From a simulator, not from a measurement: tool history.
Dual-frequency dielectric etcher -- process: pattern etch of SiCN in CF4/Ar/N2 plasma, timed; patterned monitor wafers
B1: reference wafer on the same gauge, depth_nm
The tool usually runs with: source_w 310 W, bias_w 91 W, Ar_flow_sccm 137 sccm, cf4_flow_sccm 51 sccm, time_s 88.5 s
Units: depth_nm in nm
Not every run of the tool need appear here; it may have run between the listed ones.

Run 1, hour 0.0: usual settings but source_w 280 W, Ar_flow_sccm 117 sccm; B1 53.8. Result: depth_nm 52.3 nm.
Run 2, hour 6.9: usual settings but source_w 280 W, Ar_flow_sccm 117 sccm; B1 53.8. Result: depth_nm 52.5 nm.
Run 3, hour 30.6: usual settings; B1 53.8. Result: depth_nm 54.2 nm.
Run 4, hour 45.7: usual settings; B1 53.8. Result: depth_nm 53.9 nm.
Run 5, hour 54.1: usual settings but cf4_flow_sccm 46 sccm; B1 53.7. Result: depth_nm 53.1 nm.
Run 6, hour 71.6: usual settings but cf4_flow_sccm 46 sccm; B1 53.8. Result: depth_nm 53.0 nm.
At hour 81.6: Ar flow controller replaced.
Run 7, hour 82.1: usual settings but bias_w 101 W; B1 53.8. Result: depth_nm 56.0 nm.
Run 8, hour 91.1: usual settings but bias_w 80 W, cf4_flow_sccm 58 sccm; B1 53.8. Result: depth_nm 52.6 nm.
At hour 104.7: CF4 flow controller replaced.
Run 9, hour 105.2: usual settings but bias_w 82 W; B1 53.8. Result: depth_nm 51.4 nm.
At hour 122.7: bias power generator calibrated.
At hour 123.1: source power generator calibrated.
At hour 129.4: wet clean of the chamber.
Run 10, hour 129.9: usual settings but Ar_flow_sccm 170 sccm, cf4_flow_sccm 42 sccm, time_s 72.5 s; B1 53.8. Result: depth_nm 39.9 nm.
Run 11, hour 130.3: usual settings; B1 53.8. Result: depth_nm 52.2 nm.
At hour 154.1: upper electrode replaced.
Run 12, hour 154.6: usual settings but Ar_flow_sccm 116 sccm, cf4_flow_sccm 61 sccm; B1 53.8. Result: depth_nm 55.3 nm.
Run 13, hour 154.9: usual settings but Ar_flow_sccm 126 sccm, time_s 110.5 s; B1 53.8. Result: depth_nm 65.6 nm.
At hour 168.6: gauge calibrated.
At hour 181.3: wet clean of the chamber, repeated, since the last time left the tool worse.
Run 14, hour 181.8: usual settings but Ar_flow_sccm 127 sccm, time_s 80.5 s; B1 53.8. Result: depth_nm 51.7 nm.
Run 15, hour 182.1: usual settings but cf4_flow_sccm 59 sccm, time_s 68.5 s; B1 53.8. Result: depth_nm 44.4 nm.
Run 16, hour 190.0: usual settings but Ar_flow_sccm 107 sccm; B1 53.8. Result: depth_nm 57.5 nm.
Run 17, hour 196.5: usual settings but bias_w 82 W; B1 53.9. Result: depth_nm 53.5 nm.
Run 18, hour 211.8: usual settings but source_w 230 W, bias_w 112 W, time_s 102.5 s; B1 53.9. Result: depth_nm 59.7 nm.
Run 19, hour 222.0: usual settings but bias_w 83 W; B1 53.8. Result: depth_nm 53.3 nm.
Run 20, hour 238.7: usual settings but bias_w 98 W, cf4_flow_sccm 56 sccm; B1 53.9. Result: depth_nm 57.6 nm.
Run 21, hour 246.1: usual settings; B1 53.8. Result: depth_nm 55.7 nm.
Run 22, hour 258.1: usual settings but source_w 350 W, bias_w 85 W; B1 53.8. Result: depth_nm 58.2 nm.

Forecast each of these 3 alternatives for the next run:
Run A, hour 258.5: usual settings; B1 ?. Result: depth_nm ?.
Run B, hour 258.5: usual settings but bias_w 99 W; B1 ?. Result: depth_nm ?.
Run C, hour 258.5: usual settings but source_w 370 W, bias_w 85 W, cf4_flow_sccm 39 sccm, time_s 99.0 s; B1 ?. Result: depth_nm ?.

run    B1  depth_nm
  A  53.9      55.6
  B  53.9      57.7
  C  53.9      63.5
What these runs would have given with no unlogged condition in the tool:
run  depth_nm
  A      56.0
  B      58.0
  C      63.9
